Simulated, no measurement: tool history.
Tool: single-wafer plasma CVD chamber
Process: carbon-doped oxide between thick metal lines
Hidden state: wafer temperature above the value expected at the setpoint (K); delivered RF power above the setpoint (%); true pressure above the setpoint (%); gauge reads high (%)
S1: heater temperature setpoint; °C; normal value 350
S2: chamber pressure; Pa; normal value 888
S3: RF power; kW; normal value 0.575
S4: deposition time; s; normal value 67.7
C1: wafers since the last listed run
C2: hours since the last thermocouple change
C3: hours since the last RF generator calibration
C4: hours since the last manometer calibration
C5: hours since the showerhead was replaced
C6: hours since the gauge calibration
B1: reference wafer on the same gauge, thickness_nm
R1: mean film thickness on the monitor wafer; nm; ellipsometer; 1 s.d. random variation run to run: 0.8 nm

run	day	S1	S2	S3	S4	C1	C2	C3	C4	C5	C6	B1	R1
1	0	350	888	0.575	67.7	0	1915.9	470.3	1955.3	2746.4	183.6	314.446	336.128
2	1.083	350	888	0.575	67.7	297	1941.9	496.3	1981.3	2772.4	209.6	314.058	336.488
3	2.338	359	888	0.575	67.7	344	1972	526.4	2011.4	2802.5	239.7	314.022	329.152
4	3.312	359	888	0.575	67.7	267	1995.4	549.8	2034.8	2825.9	263.1	313.795	330.695
5	3.942	359	888	0.575	67.7	172	2010.5	564.9	2049.9	2841	278.2	314.145	329.018
6	5.421	350	888	0.575	67.7	406	2046	600.4	2085.4	2876.5	313.7	313.949	336.681
7	6.358	350	888	0.575	67.7	257	2068.5	622.9	2107.9	2899	336.2	313.958	337.373
8	7.479	350	888	0.575	67.7	307	2095.4	649.8	2134.8	2925.9	363.1	313.612	337.891
9	8.433	350	888	0.575	67.7	261	2118.3	672.7	2157.7	2948.8	386	314.141	336.852
10	9.071	350	888	0.575	67.7	175	2133.6	688	2173	2964.1	401.3	313.874	336.252
# day 9.85: showerhead replaced
11	10.35	350	888	0.575	67.7	259	2164.3	718.7	2203.7	12	432	313.879	336.569
# day 13.55: RF generator calibrated
12	13.754	350	888	0.575	67.7	843	2246	4.9	2285.4	93.7	513.7	313.67	337.822
13	14.988	350	888	0.65	67.7	338	2275.6	34.5	2315	123.3	543.3	314.169	377.134
14	15.758	350	888	0.575	67.7	211	2294.1	53	2333.5	141.8	561.8	314.089	336.649
# day 16.271: thermocouple changed; heater temperature recalibrated
15	16.725	350	1052	0.505	55	173	10.9	76.2	2356.7	165	585	313.993	242.413
16	18.121	350	888	0.525	67.7	383	44.4	109.7	2390.2	198.5	618.5	314.151	307.407
17	19.104	350	888	0.575	67.7	269	68	133.3	2413.8	222.1	642.1	314.447	337.544
18	19.808	362	888	0.515	67.7	193	84.9	150.2	2430.7	239	659	313.974	292.203
19	20.992	350	888	0.575	67.7	324	113.3	178.6	2459.1	267.4	687.4	313.789	337.583
# day 21.692: capacitance manometer re-zeroed and calibrated
20	21.838	350	888	0.575	67.7	140	133.6	198.9	3.5	287.7	707.7	314.305	336.718
# day 21.929: gauge calibrated
21	22.825	350	701	0.575	67.7	271	157.3	222.6	27.2	311.4	21.5	313.624	327.246
22	23.946	363	779	0.575	67.7	307	184.2	249.5	54.1	338.3	48.4	314.234	324.209
23	24.808	338	792	0.575	67.7	236	204.9	270.2	74.8	359	69.1	314.056	342.876
24	25.675	350	888	0.46	67.7	237	225.7	291	95.6	379.8	89.9	314.22	261.606
25	26.504	342	888	0.475	67.7	227	245.6	310.9	115.5	399.7	109.8	314.226	278.28
26	27.508	350	749	0.575	67.7	275	269.7	335	139.6	423.8	133.9	313.863	331.382
27	28.667	350	888	0.575	67.7	317	297.5	362.8	167.4	451.6	161.7	313.971	336.092
28	29.179	350	888	0.475	67.7	140	309.8	375.1	179.7	463.9	174	314.015	272.075
29	29.808	343	969	0.515	67.7	172	324.9	390.2	194.8	479	189.1	313.974	308.121

Consider 4 possible next runs. They are alternatives, not a sequence: every one starts from the tool as it was left by run 29. What does each give?
A	29.825	342	888	0.575	67.7	4	325.3	390.6	195.2	479.4	189.5	?	?
B	29.825	336	888	0.46	67.7	4	325.3	390.6	195.2	479.4	189.5	?	?
C	29.825	346	888	0.635	67.7	4	325.3	390.6	195.2	479.4	189.5	?	?
D	29.825	363	888	0.575	73.8	4	325.3	390.6	195.2	479.4	189.5	?	?

run	B1	R1
A	313.938	342.862
B	313.938	269.34
C	313.938	372.165
D	313.938	355.474
With no hidden state in the tool, these same runs would have given:
run	R1
A	342.862
B	269.34
C	372.165
D	355.474
